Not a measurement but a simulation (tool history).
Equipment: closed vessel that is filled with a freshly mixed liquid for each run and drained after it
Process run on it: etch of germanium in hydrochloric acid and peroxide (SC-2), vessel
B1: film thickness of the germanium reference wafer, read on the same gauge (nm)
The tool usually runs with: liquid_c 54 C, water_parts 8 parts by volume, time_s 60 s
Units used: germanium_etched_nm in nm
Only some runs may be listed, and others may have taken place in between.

{"run": 1, "day": 0.0, "liquid_c": 54, "water_parts": 6.5, "time_s": 60, "B1": 100, "germanium_etched_nm": 174.67}
{"run": 2, "day": 0.425, "liquid_c": 54, "water_parts": 6.5, "time_s": 60, "B1": 100, "germanium_etched_nm": 174.26}
{"run": 3, "day": 1.067, "liquid_c": 54, "water_parts": 8, "time_s": 60, "B1": 100.01, "germanium_etched_nm": 171.9}
{"run": 4, "day": 1.554, "liquid_c": 54, "water_parts": 8, "time_s": 60, "B1": 100.01, "germanium_etched_nm": 171.75}
{"run": 5, "day": 2.008, "liquid_c": 54, "water_parts": 8, "time_s": 60, "B1": 100.01, "germanium_etched_nm": 172.2}
{"run": 6, "day": 2.362, "liquid_c": 54, "water_parts": 8, "time_s": 60, "B1": 100.01, "germanium_etched_nm": 171.95}
{"run": 7, "day": 2.688, "liquid_c": 47.5, "water_parts": 8, "time_s": 60, "B1": 99.98, "germanium_etched_nm": 139.31}
{"run": 8, "day": 3.075, "liquid_c": 54, "water_parts": 8, "time_s": 60, "B1": 99.98, "germanium_etched_nm": 171.72}
{"run": 9, "day": 3.396, "liquid_c": 54, "water_parts": 8, "time_s": 60, "B1": 100, "germanium_etched_nm": 171.24}
{"run": 10, "day": 4.004, "liquid_c": 54, "water_parts": 8, "time_s": 60, "B1": 99.99, "germanium_etched_nm": 171.87}
{"run": 11, "day": 4.35, "liquid_c": 54, "water_parts": 8, "time_s": 35, "B1": 99.98, "germanium_etched_nm": 99.97}
{"day": 4.833, "done": "thermometer replaced"}
{"run": 12, "day": 4.896, "liquid_c": 63.5, "water_parts": 8, "time_s": 80, "B1": 99.99, "germanium_etched_nm": 295.47}
{"day": 5.262, "done": "gauge calibrated"}
{"run": 13, "day": 5.604, "liquid_c": 54, "water_parts": 8, "time_s": 60, "B1": 100, "germanium_etched_nm": 166.25}
{"run": 14, "day": 5.867, "liquid_c": 54, "water_parts": 8, "time_s": 60, "B1": 99.99, "germanium_etched_nm": 166.27}

What will run 15 give?
{"day": 5.979, "done": "new drum of peroxide connected"}
{"run": 15, "day": 6.554, "liquid_c": 54, "water_parts": 8, "time_s": 35, "B1": "?", "germanium_etched_nm": "?"}

{"run 15": {"B1": 100.01, "germanium_etched_nm": 96.69}}
With the hidden condition absent and the run-to-run variation left alone, this run would have shown germanium_etched_nm 107.03 nm.
